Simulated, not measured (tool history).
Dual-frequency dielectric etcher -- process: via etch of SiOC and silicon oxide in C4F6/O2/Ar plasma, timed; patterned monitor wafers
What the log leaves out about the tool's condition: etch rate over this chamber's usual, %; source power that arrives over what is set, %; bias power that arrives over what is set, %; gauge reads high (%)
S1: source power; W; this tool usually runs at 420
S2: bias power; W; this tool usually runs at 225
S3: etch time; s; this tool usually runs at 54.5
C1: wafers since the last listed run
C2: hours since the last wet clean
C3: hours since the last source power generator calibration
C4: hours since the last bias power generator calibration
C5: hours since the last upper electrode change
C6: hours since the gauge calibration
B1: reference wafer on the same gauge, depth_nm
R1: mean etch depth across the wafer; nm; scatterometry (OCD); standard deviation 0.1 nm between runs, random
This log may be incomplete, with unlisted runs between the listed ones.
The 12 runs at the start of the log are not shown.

| run | hour | S1 | S2 | S3 | C1 | C2 | C3 | C4 | C5 | C6 | B1 | R1 |
|---|---|---|---|---|---|---|---|---|---|---|---|---|
| 13 | 339.2 | 420 | 225 | 54.5 | 183 | 155.2 | 34.1 | 160.2 | 5398.6 | 807.6 | 53.8 | 61.5 |
| 14 | 357.8 | 420 | 225 | 54.5 | 260 | 173.8 | 52.7 | 178.8 | 5417.2 | 826.2 | 53.8 | 61.6 |
|  | 371.7 | gauge calibrated |
|  | 401.5 | upper electrode replaced |
| 15 | 402 | 420 | 260 | 54.5 | 282 | 218 | 96.9 | 223 | 0.5 | 30.3 | 53.8 | 65.4 |
| 16 | 415.7 | 380 | 225 | 64 | 191 | 231.7 | 110.6 | 236.7 | 14.2 | 44 | 53.8 | 70.3 |
| 17 | 435.6 | 340 | 225 | 54.5 | 278 | 251.6 | 130.5 | 256.6 | 34.1 | 63.9 | 53.8 | 57.9 |
| 18 | 469.1 | 420 | 266 | 54.5 | 468 | 285.1 | 164 | 290.1 | 67.6 | 97.4 | 53.8 | 66 |
| 19 | 492.1 | 420 | 259 | 38.5 | 321 | 308.1 | 187 | 313.1 | 90.6 | 120.4 | 53.8 | 46.2 |
| 20 | 504.3 | 420 | 225 | 54.5 | 170 | 320.3 | 199.2 | 325.3 | 102.8 | 132.6 | 53.8 | 62.1 |
| 21 | 532.9 | 420 | 268 | 54.5 | 400 | 348.9 | 227.8 | 353.9 | 131.4 | 161.2 | 53.8 | 66.3 |
| 22 | 567.1 | 360 | 241 | 61 | 478 | 383.1 | 262 | 388.1 | 165.6 | 195.4 | 53.8 | 68.1 |
| 23 | 602.9 | 490 | 169 | 61.5 | 501 | 418.9 | 297.8 | 423.9 | 201.4 | 231.2 | 53.8 | 66.4 |
| 24 | 626 | 420 | 225 | 54.5 | 323 | 442 | 320.9 | 447 | 224.5 | 254.3 | 53.8 | 62.5 |

The next listed run, before its measurement:
| 25 | 656.9 | 510 | 194 | 49 | 432 | 472.9 | 351.8 | 477.9 | 255.4 | 285.2 | ? | ? |

Run 25 produced B1 53.8, R1 56.8 nm.
On a tool with no hidden condition, and with the same random variation, this run would have come out at R1 55.7 nm.

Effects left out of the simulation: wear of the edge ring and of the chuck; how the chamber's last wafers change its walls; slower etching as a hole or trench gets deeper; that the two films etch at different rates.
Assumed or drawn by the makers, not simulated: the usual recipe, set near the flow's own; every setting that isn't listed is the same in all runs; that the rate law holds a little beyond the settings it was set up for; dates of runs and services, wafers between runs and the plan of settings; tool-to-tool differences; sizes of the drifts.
